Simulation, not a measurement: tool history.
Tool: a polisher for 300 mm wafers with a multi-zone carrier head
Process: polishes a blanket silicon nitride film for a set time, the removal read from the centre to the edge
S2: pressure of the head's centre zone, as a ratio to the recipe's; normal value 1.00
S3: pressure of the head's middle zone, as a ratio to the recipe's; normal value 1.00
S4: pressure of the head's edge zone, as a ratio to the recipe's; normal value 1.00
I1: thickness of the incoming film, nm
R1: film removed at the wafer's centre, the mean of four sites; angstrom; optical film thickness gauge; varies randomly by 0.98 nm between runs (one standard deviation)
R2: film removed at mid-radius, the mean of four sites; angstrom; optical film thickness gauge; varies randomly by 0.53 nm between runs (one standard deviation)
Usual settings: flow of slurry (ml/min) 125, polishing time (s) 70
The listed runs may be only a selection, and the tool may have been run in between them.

run 1 hour=0.0 | flow_of_slurry_(ml/min)=125 S2=1.00 S3=1.00 S4=1.00 polishing_time_(s)=70 | I1=875.2 | R1=881 R2=835
run 2 hour=37.6 | flow_of_slurry_(ml/min)=125 S2=1.00 S3=1.00 S4=1.00 polishing_time_(s)=70 | I1=874.4 | R1=866 R2=836
run 3 hour=104.2 | flow_of_slurry_(ml/min)=125 S2=1.00 S3=1.00 S4=1.00 polishing_time_(s)=70 | I1=869.2 | R1=889 R2=827
-- hour=120.2 worn pad replaced by a new one
run 4 hour=137.7 | flow_of_slurry_(ml/min)=125 S2=1.00 S3=1.00 S4=1.00 polishing_time_(s)=70 | I1=869.9 | R1=876 R2=850
run 5 hour=297.0 | flow_of_slurry_(ml/min)=125 S2=1.00 S3=1.00 S4=1.00 polishing_time_(s)=70 | I1=896.1 | R1=907 R2=839
-- hour=349.0 carrier head's membrane replaced by a new one
-- hour=355.5 worn pad replaced by a new one
run 6 hour=366.8 | flow_of_slurry_(ml/min)=125 S2=1.00 S3=1.00 S4=1.00 polishing_time_(s)=70 | I1=878.6 | R1=900 R2=837
run 7 hour=410.0 | flow_of_slurry_(ml/min)=125 S2=1.00 S3=1.00 S4=1.00 polishing_time_(s)=70 | I1=882.8 | R1=921 R2=833
run 8 hour=463.3 | flow_of_slurry_(ml/min)=90 S2=1.00 S3=0.94 S4=1.00 polishing_time_(s)=70 | I1=897.8 | R1=851 R2=730
-- hour=513.9 centre zone pressure recalibrated
run 9 hour=514.4 | flow_of_slurry_(ml/min)=90 S2=1.09 S3=1.00 S4=1.00 polishing_time_(s)=78 | I1=878.6 | R1=959 R2=861
-- hour=552.3 worn pad replaced by a new one
run 10 hour=555.8 | flow_of_slurry_(ml/min)=125 S2=1.00 S3=1.00 S4=1.00 polishing_time_(s)=70 | I1=868.3 | R1=865 R2=836
-- hour=582.1 slurry nozzle cleaned
-- hour=614.8 edge zone pressure recalibrated
run 11 hour=717.0 | flow_of_slurry_(ml/min)=125 S2=1.08 S3=1.00 S4=1.05 polishing_time_(s)=70 | I1=876.0 | R1=949 R2=840
run 12 hour=761.0 | flow_of_slurry_(ml/min)=125 S2=1.00 S3=1.00 S4=0.89 polishing_time_(s)=70 | I1=876.1 | R1=882 R2=842
-- hour=798.4 worn pad replaced by a new one
run 13 hour=828.8 | flow_of_slurry_(ml/min)=125 S2=1.00 S3=0.96 S4=1.00 polishing_time_(s)=70 | I1=876.0 | R1=875 R2=812
run 14 hour=861.5 | flow_of_slurry_(ml/min)=90 S2=1.00 S3=0.94 S4=1.00 polishing_time_(s)=70 | I1=880.3 | R1=812 R2=728

What if the next run were any one of these 3? Each begins from the tool's condition after run 14:
run A hour=861.9 | flow_of_slurry_(ml/min)=125 S2=1.00 S3=1.00 S4=0.95 polishing_time_(s)=70 | I1=874.3 | R1=? R2=?
run B hour=861.9 | flow_of_slurry_(ml/min)=125 S2=1.00 S3=1.11 S4=1.00 polishing_time_(s)=70 | I1=874.3 | R1=? R2=?
run C hour=861.9 | flow_of_slurry_(ml/min)=170 S2=1.00 S3=0.92 S4=0.94 polishing_time_(s)=70 | I1=874.3 | R1=? R2=?

run=A R1=884 R2=831
run=B R1=885 R2=908
run=C R1=944 R2=821
With no hidden state in the tool, these same runs would have given:
run=A R1=861 R2=831
run=B R1=862 R2=908
run=C R1=920 R2=821
